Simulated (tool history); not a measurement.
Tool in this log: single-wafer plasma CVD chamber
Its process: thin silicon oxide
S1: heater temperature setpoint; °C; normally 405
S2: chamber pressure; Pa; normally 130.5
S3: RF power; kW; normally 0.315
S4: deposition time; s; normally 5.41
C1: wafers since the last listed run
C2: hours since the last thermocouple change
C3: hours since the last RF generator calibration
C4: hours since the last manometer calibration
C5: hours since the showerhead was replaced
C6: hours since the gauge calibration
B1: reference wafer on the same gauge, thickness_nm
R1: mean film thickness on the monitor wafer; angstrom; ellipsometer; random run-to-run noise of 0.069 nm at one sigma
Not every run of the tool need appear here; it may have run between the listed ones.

{"run": 1, "day": 0.0, "S1": 405, "S2": 105.1, "S3": 0.315, "S4": 5.41, "C1": 0, "C2": 96.6, "C3": 240.1, "C4": 1292.5, "C5": 148.1, "C6": 1.1, "B1": 9.903, "R1": 96.68}
{"run": 2, "day": 2.942, "S1": 405, "S2": 105.1, "S3": 0.315, "S4": 5.41, "C1": 3264, "C2": 167.2, "C3": 310.7, "C4": 1363.1, "C5": 218.7, "C6": 71.7, "B1": 9.913, "R1": 96.67}
{"run": 3, "day": 4.517, "S1": 405, "S2": 105.1, "S3": 0.315, "S4": 5.41, "C1": 1747, "C2": 205, "C3": 348.5, "C4": 1400.9, "C5": 256.5, "C6": 109.5, "B1": 9.896, "R1": 96.35}
{"day": 5.142, "done": "capacitance manometer re-zeroed and calibrated"}
{"run": 4, "day": 5.842, "S1": 405, "S2": 130.5, "S3": 0.315, "S4": 5.41, "C1": 1100, "C2": 236.8, "C3": 380.3, "C4": 16.8, "C5": 288.3, "C6": 141.3, "B1": 9.899, "R1": 123.17}
{"run": 5, "day": 8.825, "S1": 405, "S2": 130.5, "S3": 0.315, "S4": 5.41, "C1": 3310, "C2": 308.4, "C3": 451.9, "C4": 88.4, "C5": 359.9, "C6": 212.9, "B1": 9.905, "R1": 122.39}
{"run": 6, "day": 10.679, "S1": 405, "S2": 99.1, "S3": 0.28, "S4": 6.1, "C1": 2057, "C2": 352.9, "C3": 496.4, "C4": 132.9, "C5": 404.4, "C6": 257.4, "B1": 9.907, "R1": 94.99}
{"run": 7, "day": 11.833, "S1": 405, "S2": 130.5, "S3": 0.315, "S4": 4.98, "C1": 1280, "C2": 380.6, "C3": 524.1, "C4": 160.6, "C5": 432.1, "C6": 285.1, "B1": 9.9, "R1": 112.45}
{"run": 8, "day": 13.933, "S1": 405, "S2": 130.5, "S3": 0.37, "S4": 4.45, "C1": 2330, "C2": 431, "C3": 574.5, "C4": 211, "C5": 482.5, "C6": 335.5, "B1": 9.898, "R1": 108.74}
{"run": 9, "day": 16.15, "S1": 413, "S2": 109.1, "S3": 0.365, "S4": 5.76, "C1": 2459, "C2": 484.2, "C3": 627.7, "C4": 264.2, "C5": 535.7, "C6": 388.7, "B1": 9.903, "R1": 113.81}
{"run": 10, "day": 18.758, "S1": 405, "S2": 157.1, "S3": 0.37, "S4": 5.41, "C1": 2894, "C2": 546.8, "C3": 690.3, "C4": 326.8, "C5": 598.3, "C6": 451.3, "B1": 9.903, "R1": 150.89}
{"run": 11, "day": 20.779, "S1": 405, "S2": 130.5, "S3": 0.315, "S4": 5.41, "C1": 2242, "C2": 595.3, "C3": 738.8, "C4": 375.3, "C5": 646.8, "C6": 499.8, "B1": 9.902, "R1": 123.06}
{"run": 12, "day": 23.571, "S1": 416, "S2": 130.5, "S3": 0.35, "S4": 6.21, "C1": 3097, "C2": 662.3, "C3": 805.8, "C4": 442.3, "C5": 713.8, "C6": 566.8, "B1": 9.895, "R1": 145.88}
{"run": 13, "day": 24.667, "S1": 390, "S2": 130.5, "S3": 0.315, "S4": 6.28, "C1": 1215, "C2": 688.6, "C3": 832.1, "C4": 468.6, "C5": 740.1, "C6": 593.1, "B1": 9.899, "R1": 145}
{"run": 14, "day": 27.275, "S1": 405, "S2": 149.2, "S3": 0.315, "S4": 5.41, "C1": 2894, "C2": 751.2, "C3": 894.7, "C4": 531.2, "C5": 802.7, "C6": 655.7, "B1": 9.899, "R1": 136.78}
{"run": 15, "day": 30.179, "S1": 405, "S2": 130.5, "S3": 0.315, "S4": 5.41, "C1": 3222, "C2": 820.9, "C3": 964.4, "C4": 600.9, "C5": 872.4, "C6": 725.4, "B1": 9.9, "R1": 124.21}
{"run": 16, "day": 32.321, "S1": 405, "S2": 130.5, "S3": 0.315, "S4": 5.41, "C1": 2376, "C2": 872.3, "C3": 1015.8, "C4": 652.3, "C5": 923.8, "C6": 776.8, "B1": 9.902, "R1": 123.07}
{"run": 17, "day": 35.079, "S1": 399, "S2": 110.7, "S3": 0.315, "S4": 5.69, "C1": 3060, "C2": 938.5, "C3": 1082, "C4": 718.5, "C5": 990, "C6": 843, "B1": 9.903, "R1": 109.18}
{"run": 18, "day": 37.608, "S1": 405, "S2": 130.5, "S3": 0.315, "S4": 5.41, "C1": 2806, "C2": 999.2, "C3": 1142.7, "C4": 779.2, "C5": 1050.7, "C6": 903.7, "B1": 9.902, "R1": 123.67}
{"run": 19, "day": 39.9, "S1": 405, "S2": 130.5, "S3": 0.315, "S4": 5.41, "C1": 2542, "C2": 1054.2, "C3": 1197.7, "C4": 834.2, "C5": 1105.7, "C6": 958.7, "B1": 9.894, "R1": 121.79}
{"run": 20, "day": 41.433, "S1": 405, "S2": 98.9, "S3": 0.315, "S4": 5.41, "C1": 1701, "C2": 1091, "C3": 1234.5, "C4": 871, "C5": 1142.5, "C6": 995.5, "B1": 9.894, "R1": 88.75}
{"run": 21, "day": 43.804, "S1": 391, "S2": 115.5, "S3": 0.295, "S4": 6.36, "C1": 2630, "C2": 1147.9, "C3": 1291.4, "C4": 927.9, "C5": 1199.4, "C6": 1052.4, "B1": 9.9, "R1": 125.77}
{"run": 22, "day": 45.262, "S1": 412, "S2": 152.5, "S3": 0.275, "S4": 4.33, "C1": 1618, "C2": 1182.9, "C3": 1326.4, "C4": 962.9, "C5": 1234.4, "C6": 1087.4, "B1": 9.907, "R1": 103.29}
{"run": 23, "day": 46.971, "S1": 405, "S2": 130.5, "S3": 0.315, "S4": 5.41, "C1": 1895, "C2": 1223.9, "C3": 1367.4, "C4": 1003.9, "C5": 1275.4, "C6": 1128.4, "B1": 9.886, "R1": 121.99}
{"run": 24, "day": 48.496, "S1": 405, "S2": 130.5, "S3": 0.315, "S4": 5.41, "C1": 1692, "C2": 1260.5, "C3": 1404, "C4": 1040.5, "C5": 1312, "C6": 1165, "B1": 9.902, "R1": 121.54}
{"run": 25, "day": 50.492, "S1": 393, "S2": 130.5, "S3": 0.265, "S4": 5.73, "C1": 2214, "C2": 1308.4, "C3": 1451.9, "C4": 1088.4, "C5": 1359.9, "C6": 1212.9, "B1": 9.902, "R1": 121.17}
{"run": 26, "day": 51.5, "S1": 405, "S2": 103.9, "S3": 0.36, "S4": 5.41, "C1": 1118, "C2": 1332.6, "C3": 1476.1, "C4": 1112.6, "C5": 1384.1, "C6": 1237.1, "B1": 9.912, "R1": 99.5}
{"run": 27, "day": 52.904, "S1": 405, "S2": 130.5, "S3": 0.35, "S4": 5.41, "C1": 1558, "C2": 1366.3, "C3": 1509.8, "C4": 1146.3, "C5": 1417.8, "C6": 1270.8, "B1": 9.895, "R1": 128.36}
{"run": 28, "day": 54.142, "S1": 405, "S2": 118.8, "S3": 0.315, "S4": 4.62, "C1": 1373, "C2": 1396, "C3": 1539.5, "C4": 1176, "C5": 1447.5, "C6": 1300.5, "B1": 9.912, "R1": 94.62}
{"run": 29, "day": 55.146, "S1": 400, "S2": 130.5, "S3": 0.315, "S4": 5.41, "C1": 1114, "C2": 1420.1, "C3": 1563.6, "C4": 1200.1, "C5": 1471.6, "C6": 1324.6, "B1": 9.905, "R1": 122.05}

For each entry between runs, how does the tool's hidden state at the last listed run before it compare with that at the first listed run after it?
Between runs 3 and 4: capacitance manometer re-zeroed and calibrated (day 5.142)
  both runs share identical hidden conditions
